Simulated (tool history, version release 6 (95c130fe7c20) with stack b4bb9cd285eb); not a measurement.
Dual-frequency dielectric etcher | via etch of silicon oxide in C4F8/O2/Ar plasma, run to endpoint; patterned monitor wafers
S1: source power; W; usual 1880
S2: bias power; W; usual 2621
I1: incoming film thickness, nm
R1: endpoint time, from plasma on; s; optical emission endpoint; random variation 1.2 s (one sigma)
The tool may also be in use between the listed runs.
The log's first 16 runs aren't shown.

run 17 hour=1168.8 | S1=1660 S2=2930 | I1=1445.1 | R1=280.9
run 18 hour=1201.9 | S1=2290 S2=2934 | I1=1477.7 | R1=248.9
-- hour=1229.8 bias power generator calibrated
-- hour=1255.8 wet clean of the chamber
run 19 hour=1267.7 | S1=2150 S2=3179 | I1=1440.1 | R1=240.6
run 20 hour=1465.4 | S1=1880 S2=3245 | I1=1459.4 | R1=256.3
run 21 hour=1538.3 | S1=1730 S2=1985 | I1=1443.7 | R1=310.6
run 22 hour=1598.5 | S1=1880 S2=2188 | I1=1453.2 | R1=291.5
run 23 hour=1636.0 | S1=1880 S2=2418 | I1=1461.5 | R1=285.5
run 24 hour=1681.2 | S1=1720 S2=2367 | I1=1450.2 | R1=295.8
run 25 hour=1737.2 | S1=2230 S2=2899 | I1=1448.3 | R1=246.4
run 26 hour=1764.2 | S1=2070 S2=3110 | I1=1470.9 | R1=255.2
run 27 hour=1796.8 | S1=2210 S2=2621 | I1=1463.6 | R1=258.8
run 28 hour=1845.1 | S1=2220 S2=2204 | I1=1464.4 | R1=273.2
-- hour=1887.3 wet clean of the chamber
run 29 hour=1904.3 | S1=2330 S2=2263 | I1=1462.6 | R1=261.1
run 30 hour=2020.1 | S1=1880 S2=2621 | I1=1448.4 | R1=272.1
run 31 hour=2082.4 | S1=1880 S2=2621 | I1=1450.1 | R1=272.6

4 ways to go on from here, each from the tool as it stands after run 31. What would each give?
run A hour=2082.9 | S1=1710 S2=2621 | I1=1459.1 | R1=?
run B hour=2082.9 | S1=1430 S2=2284 | I1=1459.1 | R1=?
run C hour=2082.9 | S1=1690 S2=2621 | I1=1459.1 | R1=?
run D hour=2082.9 | S1=2320 S2=3188 | I1=1459.1 | R1=?

run=A R1=286.9
run=B R1=326.6
run=C R1=288.5
run=D R1=234.5
Without the tool's hidden state the same runs would have given:
run=A R1=288.0
run=B R1=327.8
run=C R1=289.6
run=D R1=235.4
